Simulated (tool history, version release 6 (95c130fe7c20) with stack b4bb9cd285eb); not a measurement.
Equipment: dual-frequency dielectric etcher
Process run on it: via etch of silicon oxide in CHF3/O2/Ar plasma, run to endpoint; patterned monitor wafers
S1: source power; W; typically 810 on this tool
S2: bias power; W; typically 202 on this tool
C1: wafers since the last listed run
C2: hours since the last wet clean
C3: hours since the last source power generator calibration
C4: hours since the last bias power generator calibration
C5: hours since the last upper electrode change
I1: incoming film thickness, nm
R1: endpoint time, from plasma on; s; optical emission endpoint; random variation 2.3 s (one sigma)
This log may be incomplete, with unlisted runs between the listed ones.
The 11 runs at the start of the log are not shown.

run    hour   S1   S2   C1     C2      C3      C4      C5     I1     R1
 12  1300.4  860  202  299  450.8   213.8  2158.2  5197.6  661.0  276.1
 13  1345.4  810  202  159  495.8   258.8  2203.2  5242.6  655.8  276.2
 14  1410.3  810  202  230  560.7   323.7  2268.1  5307.5  659.6  283.1
     1468.9  -- wet clean of the chamber
 15  1472.6  810  202  136    3.7   386.0  2330.4  5369.8  660.9  297.4
 16  1567.2  810  202  335   98.3   480.6  2425.0  5464.4  652.3  296.0
     1605.4  -- upper electrode replaced
 17  1658.2  810  202  237  189.3   571.6  2516.0    52.8  652.7  288.0
 18  1697.4  810  181  139  228.5   610.8  2555.2    92.0  656.5  307.2
 19  1772.5  810  202  266  303.6   685.9  2630.3   167.1  656.1  285.6
 20  1859.3  920  202  308  390.4   772.7  2717.1   253.9  658.7  275.4
     1961.1  -- wet clean of the chamber
 21  1966.7  810  202  296    5.6   880.1  2824.5   361.3  662.7  297.7
 22  2058.7  810  202  326   97.6   972.1  2916.5   453.3  656.5  293.6
 23  2130.3  990  202  254  169.2  1043.7  2988.1   524.9  661.5  270.8
     2157.8  -- bias power generator calibrated
 24  2174.7  810  202  143  213.6  1088.1    16.9   569.3  660.9  294.3
 25  2216.1  620  238  147  255.0  1129.5    58.3   610.7  654.1  289.9
 26  2302.5  730  249  306  341.4  1215.9   144.7   697.1  653.6  268.8
 27  2383.0  730  220  285  421.9  1296.4   225.2   777.6  660.4  284.4
 28  2429.2  810  202  164  468.1  1342.6   271.4   823.8  655.4  280.2
     2463.2  -- wet clean of the chamber
 29  2472.2  640  174   67    9.0  1385.6   314.4   866.8  648.6  348.0
 30  2575.6  920  167  367  112.4  1489.0   417.8   970.2  656.9  309.6
 31  2649.6  810  202  262  186.4  1563.0   491.8  1044.2  654.8  287.5
 32  2756.6  810  187  379  293.4  1670.0   598.8  1151.2  658.7  302.6
 33  2796.7  870  223  142  333.5  1710.1   638.9  1191.3  653.7  265.9
 34  2851.5  810  153  194  388.3  1764.9   693.7  1246.1  657.0  333.9

Each row is a separate what-if for the run after 34, all from the same tool condition, not one after another. Results?
  A  2852.0   810  177   1  388.8  1765.4  694.2  1246.6  667.1   ?
  B  2852.0  1000  169   1  388.8  1765.4  694.2  1246.6  667.1   ?
  C  2852.0   630  202   1  388.8  1765.4  694.2  1246.6  667.1   ?
  D  2852.0   640  202   1  388.8  1765.4  694.2  1246.6  667.1   ?

run     R1
  A  313.9
  B  297.7
  C  319.8
  D  318.0
Without the tool's hidden state the same runs would have given:
run     R1
  A  323.3
  B  306.6
  C  329.3
  D  327.5
